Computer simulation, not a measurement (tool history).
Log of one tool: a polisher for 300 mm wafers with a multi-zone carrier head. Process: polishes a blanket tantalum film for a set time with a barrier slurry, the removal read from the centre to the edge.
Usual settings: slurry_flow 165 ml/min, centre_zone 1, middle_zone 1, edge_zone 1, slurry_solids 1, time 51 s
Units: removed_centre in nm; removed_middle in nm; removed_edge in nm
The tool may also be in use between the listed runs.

run	hour	slurry_flow	centre_zone	middle_zone	edge_zone	slurry_solids	time	wafers since the last listed run	wafers polished on this pad	hours since the slurry nozzle was cleaned	hours since the centre zone pressure was calibrated	hours since the edge zone pressure was calibrated	hours since the carrier head's membrane was replaced	incoming thickness of the incoming film, nm	removed_centre	removed_middle	removed_edge
1	0	165	1	1	1	1	51	0	2154	112.9	55.6	143.5	317.8	249.8	90.7	87.9	89.3
2	58.7	165	1	1	1	1	51	730	2885	171.6	114.3	202.2	376.5	248.2	90.8	88	89.2
3	160.4	165	1	1	1	1	51	1265	4151	273.3	216	303.9	478.2	248.7	87.4	86.3	88.6
# hour 165.1: worn pad replaced by a new one
4	203.3	165	1	1	1	1	45	484	475	316.2	258.9	346.8	521.1	246.7	76.8	75.2	77.1
# hour 214.5: slurry nozzle cleaned
# hour 263.1: centre zone pressure recalibrated
5	275.8	165	1	1	1	1	51	865	1340	61.3	12.7	419.3	593.6	246.6	89.9	87.5	89
6	383	165	1	1	1	1	51	1334	2674	168.5	119.9	526.5	700.8	250.7	90.4	86.7	90
7	488.8	140	1	1	1	1	51	1316	3991	274.3	225.7	632.3	806.6	252	83.5	82.1	86.3
# hour 527.6: slurry nozzle cleaned
8	543.4	140	1	1	1	1	51	666	4658	15.8	280.3	686.9	861.2	252.6	86.8	83.5	87.8
# hour 547.4: worn pad replaced by a new one
9	607.2	165	1	1	1.05	1	51	744	744	79.6	344.1	750.7	925	244.7	90.5	86.6	92.1
10	645.2	165	1	1	1.05	1	51	473	1217	117.6	382.1	788.7	963	251.9	91.1	88.7	91.8
# hour 656.8: centre zone pressure recalibrated
11	681.9	165	0.93	1	1	1	51	431	1649	154.3	25.1	825.4	999.7	250.4	84	88.4	89.8
12	758.7	195	1	1	1	1	58	955	2605	231.1	101.9	902.2	1076.5	252.1	104	100.9	104.8
# hour 812.2: edge zone pressure recalibrated
13	861.1	165	1	1	0.94	1	51	1249	3855	333.5	204.3	48.9	1178.9	252.6	85.8	84.2	84.6
# hour 885.2: slurry nozzle cleaned
# hour 910.5: worn pad replaced by a new one
14	957.1	165	1	1	1	0.7	51	1132	579	71.9	300.3	144.9	1274.9	252.5	83.1	80.8	82.7
# hour 979.1: centre zone pressure recalibrated
15	1040.7	165	1	1	1	1	51	1015	1595	155.5	61.6	228.5	1358.5	252.5	89.1	88	89.5
# hour 1145: carrier head's membrane replaced by a new one
# hour 1183.1: slurry nozzle cleaned
# hour 1240.7: worn pad replaced by a new one
16	1247.4	165	1	1	1	1	51	2448	83	64.3	268.3	435.2	102.4	255.1	90.7	87.7	90.6
# hour 1353.3: centre zone pressure recalibrated
17	1353.8	165	1	1	1	1	56	1299	1382	170.7	0.5	541.6	208.8	246.3	97.6	95.1	99
18	1396.7	165	1	1	1	1	51	533	1916	213.6	43.4	584.5	251.7	252.2	89.5	86.9	89.2
19	1501.7	115	1	1	0.91	1	40	1306	3223	318.6	148.4	689.5	356.7	246.4	60.8	60.1	61.4
# hour 1537.6: worn pad replaced by a new one
20	1571.4	165	1	1	1	1	51	817	421	388.3	218.1	759.2	426.4	252	84.1	82.7	86
# hour 1575: slurry nozzle cleaned
21	1636.4	165	1	1	1	1	51	796	1217	61.4	283.1	824.2	491.4	247	91.7	87.6	91.1
22	1683.4	165	1	1	1.06	1	51	585	1802	108.4	330.1	871.2	538.4	245.3	89	86.9	93.3

3 ways to go on from here, each from the tool as it stands after run 22. What would each give?
A	1683.8	165	1	1	1	1	51	4	1807	108.8	330.5	871.6	538.8	251.5	?	?	?
B	1683.8	140	1	1	0.97	1.15	51	4	1807	108.8	330.5	871.6	538.8	251.5	?	?	?
C	1683.8	210	1	1	1	1	51	4	1807	108.8	330.5	871.6	538.8	251.5	?	?	?

run	removed_centre	removed_middle	removed_edge
A	90.4	87.8	90.3
B	89.6	87.4	89.5
C	94.6	91.5	93.1
Without the tool's hidden state the same runs would have given:
run	removed_centre	removed_middle	removed_edge
A	90.8	88.2	90.6
B	90.1	87.9	89.8
C	95	91.8	93.3
